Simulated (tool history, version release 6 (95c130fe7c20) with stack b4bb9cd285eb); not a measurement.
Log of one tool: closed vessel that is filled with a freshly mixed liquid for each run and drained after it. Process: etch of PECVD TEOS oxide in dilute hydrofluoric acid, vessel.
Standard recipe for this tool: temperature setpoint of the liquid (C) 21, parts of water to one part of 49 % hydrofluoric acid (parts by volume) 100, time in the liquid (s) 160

| run | day | temperature setpoint of the liquid (C) | parts of water to one part of 49 % hydrofluoric acid (parts by volume) | time in the liquid (s) | wafers since the last listed run | hours since the thermometer was replaced | hours since the hydrofluoric acid flow meter was replaced | hours since the gauge calibration | read-back film thickness of the PECVD TEOS oxide reference wafer, read on the same gauge (nm) | thickness taken off the PECVD TEOS oxide on a monitor wafer (angstrom) |
|---|---|---|---|---|---|---|---|---|---|---|
| 1 | 0 | 21 | 100 | 160 | 0 | 1308.7 | 410.4 | 624.6 | 150.02 | 229.1 |
| 2 | 2.662 | 21 | 100 | 160 | 6128 | 1372.6 | 474.3 | 688.5 | 150 | 227.4 |
| 3 | 6.738 | 21 | 100 | 160 | 9379 | 1470.4 | 572.1 | 786.3 | 150.05 | 229.2 |
| 4 | 9.204 | 21 | 100 | 160 | 5677 | 1529.6 | 631.3 | 845.5 | 149.99 | 230.1 |
| 5 | 12.983 | 21 | 100 | 160 | 8698 | 1620.3 | 722 | 936.2 | 150.02 | 226.3 |
| 6 | 19.929 | 21 | 100 | 160 | 15987 | 1787 | 888.7 | 1102.9 | 150.02 | 225.5 |
| 7 | 21.783 | 22 | 100 | 160 | 4267 | 1831.5 | 933.2 | 1147.4 | 150.04 | 234.4 |
|  | 22.388 | hydrofluoric acid flow meter replaced |
| 8 | 24.104 | 22 | 100 | 160 | 5246 | 1887.2 | 41.2 | 1203.1 | 150.05 | 242.3 |
|  | 25.542 | gauge calibrated |
| 9 | 26.438 | 21 | 100 | 160 | 5370 | 1943.2 | 97.2 | 21.5 | 149.99 | 233.1 |
| 10 | 29.442 | 21 | 100 | 160 | 6914 | 2015.3 | 169.3 | 93.6 | 150.01 | 230.1 |
| 11 | 31.279 | 21 | 110 | 160 | 4229 | 2059.4 | 213.4 | 137.7 | 150.02 | 206.7 |
| 12 | 33.679 | 21 | 100 | 160 | 5524 | 2117 | 271 | 195.3 | 149.98 | 230.1 |
| 13 | 36.421 | 21 | 85 | 160 | 6310 | 2182.8 | 336.8 | 261.1 | 149.99 | 275.2 |
| 14 | 38.204 | 21 | 85 | 160 | 4104 | 2225.6 | 379.6 | 303.9 | 150.04 | 274.8 |
|  | 41.833 | thermometer replaced |
| 15 | 42.333 | 21 | 85 | 160 | 9408 | 12 | 478.7 | 403 | 149.99 | 275.4 |
| 16 | 44.65 | 21 | 100 | 160 | 5332 | 67.6 | 534.3 | 458.6 | 150.05 | 228.1 |
| 17 | 49.117 | 21 | 100 | 160 | 10281 | 174.8 | 641.5 | 565.8 | 150.02 | 226.1 |
| 18 | 51.321 | 21 | 100 | 205 | 5073 | 227.7 | 694.4 | 618.7 | 149.98 | 289.5 |
| 19 | 54.162 | 21 | 100 | 200 | 6540 | 295.9 | 762.6 | 686.9 | 150.02 | 281.5 |
| 20 | 57.775 | 21 | 130 | 215 | 8315 | 382.6 | 849.3 | 773.6 | 150.03 | 226.2 |

The next listed run, before its measurement:
|  | 60.146 | hydrofluoric acid flow meter replaced |
| 21 | 61.442 | 17 | 100 | 85 | 8343 | 470.6 | 31.1 | 861.6 | ? | ? |

{"run 21": {"read-back film thickness of the PECVD TEOS oxide reference wafer, read on the same gauge (nm)": 150, "thickness taken off the PECVD TEOS oxide on a monitor wafer (angstrom)": 104.3}}
On a tool with no hidden condition, and with the same random variation, this run would have come out at thickness taken off the PECVD TEOS oxide on a monitor wafer (angstrom) 104.6.
